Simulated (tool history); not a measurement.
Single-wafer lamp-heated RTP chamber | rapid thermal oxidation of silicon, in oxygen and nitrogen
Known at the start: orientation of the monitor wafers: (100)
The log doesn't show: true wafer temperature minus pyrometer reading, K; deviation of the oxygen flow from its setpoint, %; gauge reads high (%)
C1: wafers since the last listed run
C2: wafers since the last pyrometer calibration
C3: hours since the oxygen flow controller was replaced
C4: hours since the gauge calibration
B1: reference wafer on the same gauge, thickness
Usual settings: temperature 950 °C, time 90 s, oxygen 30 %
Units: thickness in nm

Run 1, hour 0.0: usual settings; C1 0; C2 169; C3 4985.4; C4 203.6; B1 2.941. Result: thickness 3.432 nm.
Run 2, hour 17.4: usual settings; C1 126; C2 295; C3 5002.8; C4 221.0; B1 2.937. Result: thickness 3.419 nm.
Run 3, hour 40.3: usual settings but temperature 959 °C; C1 166; C2 461; C3 5025.7; C4 243.9; B1 2.939. Result: thickness 3.611 nm.
Run 4, hour 120.8: usual settings but time 70 s; C1 583; C2 1045; C3 5106.2; C4 324.4; B1 2.942. Result: thickness 3.182 nm.
Run 5, hour 138.6: usual settings but time 70 s; C1 129; C2 1174; C3 5124.0; C4 342.2; B1 2.939. Result: thickness 3.178 nm.
Run 6, hour 163.0: usual settings but time 70 s; C1 176; C2 1351; C3 5148.4; C4 366.6; B1 2.939. Result: thickness 3.177 nm.
Run 7, hour 195.0: usual settings but time 69 s; C1 232; C2 1583; C3 5180.4; C4 398.6; B1 2.939. Result: thickness 3.172 nm.
Run 8, hour 224.4: usual settings but time 69 s; C1 213; C2 1796; C3 5209.8; C4 428.0; B1 2.943. Result: thickness 3.168 nm.
Run 9, hour 243.9: usual settings but time 69 s; C1 141; C2 1937; C3 5229.3; C4 447.5; B1 2.941. Result: thickness 3.176 nm.
Run 10, hour 275.0: usual settings but time 120 s; C1 225; C2 2163; C3 5260.4; C4 478.6; B1 2.942. Result: thickness 3.835 nm.
Run 11, hour 306.7: usual settings but time 120 s; C1 229; C2 2393; C3 5292.1; C4 510.3; B1 2.937. Result: thickness 3.836 nm.
Run 12, hour 325.3: usual settings but time 120 s; C1 134; C2 2528; C3 5310.7; C4 528.9; B1 2.935. Result: thickness 3.838 nm.
Run 13, hour 360.2: usual settings but time 111 s; C1 253; C2 2781; C3 5345.6; C4 563.8; B1 2.944. Result: thickness 3.745 nm.
At hour 365.0: gauge calibrated.
Run 14, hour 372.9: usual settings but time 111 s; C1 92; C2 2873; C3 5358.3; C4 7.9; B1 2.942. Result: thickness 3.745 nm.
At hour 407.5: pyrometer window cleaned and pyrometer calibrated.
Run 15, hour 408.0: usual settings but time 121 s; C1 196; C2 3; C3 5393.4; C4 43.0; B1 2.943. Result: thickness 3.964 nm.
Run 16, hour 426.8: usual settings but temperature 930 °C, time 110 s; C1 136; C2 140; C3 5412.2; C4 61.8; B1 2.937. Result: thickness 3.393 nm.
Run 17, hour 525.3: usual settings; C1 714; C2 854; C3 5510.7; C4 160.3; B1 2.938. Result: thickness 3.563 nm.
Run 18, hour 546.5: usual settings; C1 153; C2 1008; C3 5531.9; C4 181.5; B1 2.941. Result: thickness 3.591 nm.
Run 19, hour 571.1: usual settings but temperature 928 °C; C1 178; C2 1186; C3 5556.5; C4 206.1; B1 2.940. Result: thickness 3.177 nm.
At hour 596.3: pyrometer window cleaned and pyrometer calibrated, repeated, since the last time left the tool worse.
Run 20, hour 597.2: usual settings; C1 131; C2 6; C3 5582.6; C4 232.2; B1 2.939. Result: thickness 3.407 nm.
Run 21, hour 616.8: usual settings but temperature 980 °C, time 113 s; C1 142; C2 148; C3 5602.2; C4 251.8; B1 2.939. Result: thickness 4.491 nm.
Run 22, hour 649.7: usual settings but temperature 959 °C, time 120 s, oxygen 17 %; C1 238; C2 387; C3 5635.1; C4 284.7; B1 2.939. Result: thickness 3.461 nm.
At hour 673.8: oxygen flow controller replaced.
Run 23, hour 682.5: usual settings but temperature 962 °C, time 78 s, oxygen 22 %; C1 179; C2 566; C3 8.7; C4 317.5; B1 2.938. Result: thickness 3.263 nm.
Run 24, hour 702.6: usual settings but time 110 s, oxygen 51 %; C1 145; C2 712; C3 28.8; C4 337.6; B1 2.938. Result: thickness 4.303 nm.
Run 25, hour 726.6: usual settings but temperature 965 °C, time 102 s, oxygen 57 %; C1 174; C2 886; C3 52.8; C4 361.6; B1 2.944. Result: thickness 4.819 nm.
Run 26, hour 750.6: usual settings; C1 174; C2 1060; C3 76.8; C4 385.6; B1 2.939. Result: thickness 3.437 nm.
Run 27, hour 782.6: usual settings but temperature 976 °C, oxygen 17 %; C1 232; C2 1292; C3 108.8; C4 417.6; B1 2.945. Result: thickness 3.472 nm.
Run 28, hour 807.5: usual settings; C1 180; C2 1473; C3 133.7; C4 442.5; B1 2.940. Result: thickness 3.460 nm.
Run 29, hour 820.2: usual settings; C1 92; C2 1565; C3 146.4; C4 455.2; B1 2.936. Result: thickness 3.466 nm.
Run 30, hour 854.1: usual settings but temperature 925 °C, oxygen 17 %; C1 245; C2 1811; C3 180.3; C4 489.1; B1 2.939. Result: thickness 2.780 nm.
Run 31, hour 869.8: usual settings but temperature 940 °C; C1 113; C2 1925; C3 196.0; C4 504.8; B1 2.939. Result: thickness 3.279 nm.
Run 32, hour 895.9: usual settings but time 69 s; C1 189; C2 2114; C3 222.1; C4 530.9; B1 2.939. Result: thickness 3.184 nm.
Run 33, hour 911.9: usual settings but oxygen 58 %; C1 116; C2 2230; C3 238.1; C4 546.9; B1 2.940. Result: thickness 4.170 nm.
At hour 934.0: gauge calibrated.
Run 34, hour 977.3: usual settings but time 117 s; C1 474; C2 2704; C3 303.5; C4 43.3; B1 2.940. Result: thickness 3.823 nm.

Hidden state at the last listed run before each entry between runs and at the first one after, where it differs:
Between runs 13 and 14: gauge calibrated (hour 365.0)
  true wafer temperature minus pyrometer reading, K: 3.25 -> 3.27
  measured less the result without the state, thickness: +0.074 -> +0.074 nm
Between runs 14 and 15: pyrometer window cleaned and pyrometer calibrated (hour 407.5)
  true wafer temperature minus pyrometer reading, K: 3.27 -> 6.49
  measured less the result without the state, thickness: +0.074 -> +0.159 nm
Between runs 19 and 20: pyrometer window cleaned and pyrometer calibrated, repeated, since the last time left the tool worse (hour 596.3)
  true wafer temperature minus pyrometer reading, K: 8.83 -> 0.239
  measured less the result without the state, thickness: +0.133 -> +0.004 nm
Between runs 22 and 23: oxygen flow controller replaced (hour 673.8)
  true wafer temperature minus pyrometer reading, K: 1.29 -> 1.78
  measured less the result without the state, thickness: +0.024 -> +0.029 nm
Between runs 33 and 34: gauge calibrated (hour 934.0)
  true wafer temperature minus pyrometer reading, K: 3.29 -> 3.43
  measured less the result without the state, thickness: +0.094 -> +0.081 nm
